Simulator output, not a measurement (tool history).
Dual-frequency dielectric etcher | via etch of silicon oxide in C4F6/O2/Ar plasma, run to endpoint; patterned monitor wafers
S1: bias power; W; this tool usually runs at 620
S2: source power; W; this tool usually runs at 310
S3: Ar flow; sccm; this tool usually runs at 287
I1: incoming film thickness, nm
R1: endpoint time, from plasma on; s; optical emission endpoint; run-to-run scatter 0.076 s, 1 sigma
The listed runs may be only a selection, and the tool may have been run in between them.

| run | hour | S1 | S2 | S3 | I1 | R1 |
|---|---|---|---|---|---|---|
| 1 | 0 | 522 | 310 | 287 | 71 | 16 |
|  | 34.2 | wet clean of the chamber |
| 2 | 34.7 | 522 | 310 | 287 | 71.4 | 16.8 |
| 3 | 35 | 620 | 310 | 287 | 70.6 | 15.5 |
| 4 | 42.1 | 620 | 310 | 287 | 71.1 | 15.7 |
| 5 | 59.6 | 620 | 310 | 287 | 71 | 15.5 |
|  | 66.4 | source power generator calibrated |
| 6 | 67 | 620 | 350 | 287 | 71 | 15 |
| 7 | 76.2 | 620 | 350 | 287 | 70.6 | 14.8 |
| 8 | 90.3 | 620 | 350 | 287 | 71 | 15 |
| 9 | 101.6 | 620 | 310 | 287 | 70.7 | 15.5 |
| 10 | 118.2 | 683 | 310 | 325 | 71.7 | 15.4 |
|  | 158.1 | bias power generator calibrated |
| 11 | 169.8 | 711 | 310 | 337 | 71.1 | 15.1 |
|  | 200 | upper electrode replaced |
| 12 | 200.5 | 693 | 270 | 356 | 71.1 | 16.2 |
| 13 | 200.8 | 620 | 350 | 287 | 71 | 14.8 |
| 14 | 208.8 | 620 | 310 | 326 | 71 | 15.7 |
| 15 | 249.6 | 620 | 310 | 287 | 71.6 | 15.7 |
| 16 | 267.4 | 620 | 240 | 287 | 71.4 | 17.3 |
|  | 281.4 | Ar flow controller replaced |
| 17 | 281.9 | 507 | 310 | 333 | 71.4 | 17.1 |
| 18 | 295 | 620 | 310 | 319 | 71.2 | 15.7 |
| 19 | 306.5 | 620 | 310 | 287 | 70.9 | 15.5 |
| 20 | 315.6 | 620 | 310 | 287 | 71.7 | 15.5 |
| 21 | 327.4 | 620 | 310 | 329 | 71.9 | 15.9 |
| 22 | 337.6 | 764 | 260 | 287 | 70.4 | 15.2 |
| 23 | 345.7 | 620 | 350 | 267 | 71.3 | 14.6 |
| 24 | 356.1 | 620 | 310 | 287 | 71.6 | 15.4 |
| 25 | 368.1 | 481 | 270 | 343 | 70.9 | 18.1 |
| 26 | 380.9 | 486 | 350 | 239 | 70.7 | 15.4 |
| 27 | 393.9 | 620 | 310 | 287 | 70.4 | 15.1 |
| 28 | 407.1 | 492 | 310 | 287 | 71.2 | 16.6 |

Expected results for the next run?
| 29 | 424.2 | 466 | 380 | 251 | 70.3 | ? |

Run 29 came out at R1 15.1 s.
Take away the tool's hidden state, keep the run-to-run variation as it was, and the same run would have given R1 15.4 s.
